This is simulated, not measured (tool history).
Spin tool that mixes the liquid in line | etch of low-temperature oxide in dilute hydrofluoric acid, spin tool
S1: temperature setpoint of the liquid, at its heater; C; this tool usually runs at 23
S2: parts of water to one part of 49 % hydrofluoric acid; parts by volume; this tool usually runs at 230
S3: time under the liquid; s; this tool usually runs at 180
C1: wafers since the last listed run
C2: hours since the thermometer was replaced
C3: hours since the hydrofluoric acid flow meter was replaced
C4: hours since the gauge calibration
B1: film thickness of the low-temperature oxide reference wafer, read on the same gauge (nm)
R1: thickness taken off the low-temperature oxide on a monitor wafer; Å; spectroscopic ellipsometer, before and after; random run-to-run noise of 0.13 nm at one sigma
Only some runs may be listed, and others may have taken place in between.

run,hour,S1,S2,S3,C1,C2,C3,C4,B1,R1
1,0,23,230,180,0,297.8,552.7,450.9,140,143.6
2,89.9,23,230,180,441,387.7,642.6,540.8,139.98,144.9
# hour 121.1: hydrofluoric acid flow meter replaced
3,148.3,23,265,180,282,446.1,27.2,599.2,140.02,128.6
4,410.5,23,265,180,1288,708.3,289.4,861.4,139.99,126.4
5,449.4,23,230,110,191,747.2,328.3,900.3,139.96,92
6,543.3,23,230,110,461,841.1,422.2,994.2,140.01,90.3
7,636.8,23,230,110,459,934.6,515.7,1087.7,140.02,89.4
8,694.9,23,285,180,285,992.7,573.8,1145.8,140,110.1
9,795.8,23,230,210,495,1093.6,674.7,1246.7,139.97,168.9
10,896,23,230,110,492,1193.8,774.9,1346.9,140.05,87.9
11,945.7,23,230,180,244,1243.5,824.6,1396.6,140.01,142.1
# hour 951: thermometer replaced
# hour 956.4: hydrofluoric acid flow meter replaced
# hour 966.1: gauge calibrated
12,1019.1,19.5,115,100,350,68.1,62.7,53,140.05,165.6
13,1089.1,23,295,180,343,138.1,132.7,123,139.99,111.7
14,1174.2,27,155,115,418,223.2,217.8,208.1,139.99,180.5
15,1243.2,21.5,170,275,339,292.2,286.8,277.1,139.99,306.8
16,1318,26.5,280,260,367,367,361.6,351.9,139.97,189.5
17,1404.1,19.5,135,180,423,453.1,447.7,438,140.01,244.6

3 options for the next run, each taken on its own from the tool as it stands now. Forecast them:
A,1404.6,23,230,150,2,453.6,448.2,438.5,?,?
B,1404.6,23,230,140,2,453.6,448.2,438.5,?,?
C,1404.6,19.5,200,120,2,453.6,448.2,438.5,?,?

run,B1,R1
A,139.98,122.7
B,139.98,114.5
C,139.98,102.1
Stripped of hidden state, with their random variation kept, the same runs would have yielded:
run,R1
A,128.8
B,120.2
C,107

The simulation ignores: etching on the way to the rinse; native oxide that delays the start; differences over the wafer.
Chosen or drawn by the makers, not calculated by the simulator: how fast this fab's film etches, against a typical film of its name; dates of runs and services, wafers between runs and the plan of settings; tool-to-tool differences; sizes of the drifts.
